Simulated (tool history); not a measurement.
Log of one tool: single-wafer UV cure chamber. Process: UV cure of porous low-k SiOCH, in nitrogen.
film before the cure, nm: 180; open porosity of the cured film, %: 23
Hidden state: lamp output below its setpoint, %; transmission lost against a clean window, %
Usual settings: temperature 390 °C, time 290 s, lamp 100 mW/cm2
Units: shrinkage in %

| run | hour | temperature | time | lamp | wafers since the last listed run | hours since the UV bulbs were replaced | wafers since the quartz window was cleaned | shrinkage |
|---|---|---|---|---|---|---|---|---|
| 1 | 0.0 | 390 | 290 | 100 | 0 | 1895.4 | 57 | 11.349 |
| 2 | 16.6 | 390 | 290 | 100 | 152 | 1912.0 | 210 | 10.981 |
| 3 | 35.9 | 395 | 290 | 100 | 177 | 1931.3 | 388 | 11.145 |
| 4 | 62.0 | 375 | 290 | 100 | 240 | 1957.4 | 628 | 10.701 |
| 5 | 79.1 | 390 | 290 | 100 | 157 | 1974.5 | 786 | 11.119 |
| 6 | 110.9 | 390 | 290 | 100 | 293 | 2006.3 | 1079 | 11.138 |
| 7 | 135.9 | 390 | 290 | 100 | 230 | 2031.3 | 1309 | 10.697 |
| 8 | 168.4 | 390 | 290 | 100 | 299 | 2063.8 | 1609 | 11.049 |
| 9 | 201.7 | 390 | 290 | 100 | 306 | 2097.1 | 1916 | 10.987 |
| 10 | 231.9 | 390 | 290 | 100 | 278 | 2127.3 | 2194 | 11.202 |
| 11 | 247.2 | 390 | 395 | 100 | 141 | 2142.6 | 2335 | 12.565 |
| 12 | 263.9 | 390 | 395 | 100 | 153 | 2159.3 | 2489 | 12.467 |
| 13 | 299.3 | 390 | 290 | 74 | 326 | 2194.7 | 2815 | 9.662 |
| 14 | 319.6 | 390 | 290 | 74 | 187 | 2215.0 | 3002 | 9.685 |
|  | 331.8 | quartz window cleaned |
| 15 | 345.4 | 390 | 290 | 100 | 164 | 2240.8 | 125 | 11.197 |
| 16 | 375.1 | 390 | 290 | 100 | 273 | 2270.5 | 399 | 10.838 |
| 17 | 405.3 | 390 | 290 | 100 | 278 | 2300.7 | 677 | 10.861 |
| 18 | 447.9 | 390 | 290 | 100 | 392 | 2343.3 | 1070 | 11.182 |
| 19 | 472.7 | 390 | 290 | 100 | 228 | 2368.1 | 1298 | 10.761 |
| 20 | 493.4 | 390 | 290 | 100 | 190 | 2388.8 | 1489 | 10.850 |
| 21 | 508.7 | 390 | 290 | 100 | 141 | 2404.1 | 1630 | 11.050 |
| 22 | 534.3 | 390 | 290 | 77 | 235 | 2429.7 | 1866 | 9.552 |
| 23 | 558.5 | 390 | 290 | 77 | 223 | 2453.9 | 2089 | 9.851 |
| 24 | 586.7 | 390 | 290 | 100 | 259 | 2482.1 | 2349 | 10.815 |
|  | 626.3 | quartz window cleaned |
| 25 | 626.8 | 381 | 230 | 132 | 295 | 2522.2 | 4 | 11.059 |
| 26 | 675.0 | 390 | 290 | 65 | 444 | 2570.4 | 448 | 9.158 |
| 27 | 694.4 | 397 | 290 | 74 | 178 | 2589.8 | 627 | 9.817 |
| 28 | 744.6 | 395 | 235 | 124 | 462 | 2640.0 | 1090 | 10.723 |
| 29 | 763.6 | 390 | 290 | 100 | 175 | 2659.0 | 1265 | 10.962 |
| 30 | 786.4 | 384 | 290 | 115 | 210 | 2681.8 | 1475 | 11.642 |
| 31 | 814.8 | 390 | 355 | 88 | 261 | 2710.2 | 1736 | 11.347 |
|  | 830.7 | UV bulbs replaced |
| 32 | 834.0 | 399 | 200 | 81 | 103 | 3.3 | 1840 | 10.677 |
| 33 | 857.5 | 383 | 195 | 84 | 216 | 26.8 | 2056 | 10.489 |
| 34 | 871.3 | 377 | 230 | 100 | 127 | 40.6 | 2183 | 11.736 |
| 35 | 906.5 | 378 | 155 | 100 | 324 | 75.8 | 2508 | 9.943 |
|  | 950.8 | quartz window cleaned |
| 36 | 1000.2 | 371 | 290 | 80 | 789 | 169.5 | 455 | 11.690 |
| 37 | 1014.8 | 390 | 290 | 100 | 134 | 184.1 | 590 | 12.926 |
| 38 | 1030.0 | 390 | 360 | 127 | 140 | 199.3 | 730 | 14.874 |
| 39 | 1055.8 | 399 | 150 | 100 | 237 | 225.1 | 967 | 9.748 |
| 40 | 1070.1 | 402 | 185 | 119 | 131 | 239.4 | 1099 | 11.724 |
| 41 | 1091.0 | 406 | 375 | 60 | 192 | 260.3 | 1292 | 11.903 |
| 42 | 1103.0 | 405 | 410 | 83 | 110 | 272.3 | 1402 | 13.779 |
| 43 | 1123.4 | 390 | 290 | 100 | 188 | 292.7 | 1590 | 12.623 |
| 44 | 1154.9 | 399 | 450 | 118 | 290 | 324.2 | 1881 | 15.367 |
| 45 | 1186.0 | 410 | 365 | 121 | 286 | 355.3 | 2167 | 15.380 |
| 46 | 1216.4 | 390 | 290 | 100 | 280 | 385.7 | 2448 | 12.536 |
| 47 | 1234.1 | 385 | 185 | 111 | 163 | 403.4 | 2611 | 10.919 |

Hidden state at the last listed run before each entry between runs and at the first one after, where it differs:
Between runs 14 and 15: quartz window cleaned (hour 331.8)
  lamp output below its setpoint, %: 40.2 -> 40.3
  measured less the result without the state, shrinkage: -2.261 -> -2.385 %
Between runs 24 and 25: quartz window cleaned (hour 626.3)
  lamp output below its setpoint, %: 40.9 -> 41
  measured less the result without the state, shrinkage: -2.355 -> -2.409 %
Between runs 31 and 32: UV bulbs replaced (hour 830.7)
  lamp output below its setpoint, %: 41.3 -> 1.69
  measured less the result without the state, shrinkage: -2.455 -> -0.074 %
Between runs 35 and 36: quartz window cleaned (hour 950.8)
  lamp output below its setpoint, %: 4.88 -> 8.59
  measured less the result without the state, shrinkage: -0.213 -> -0.409 %
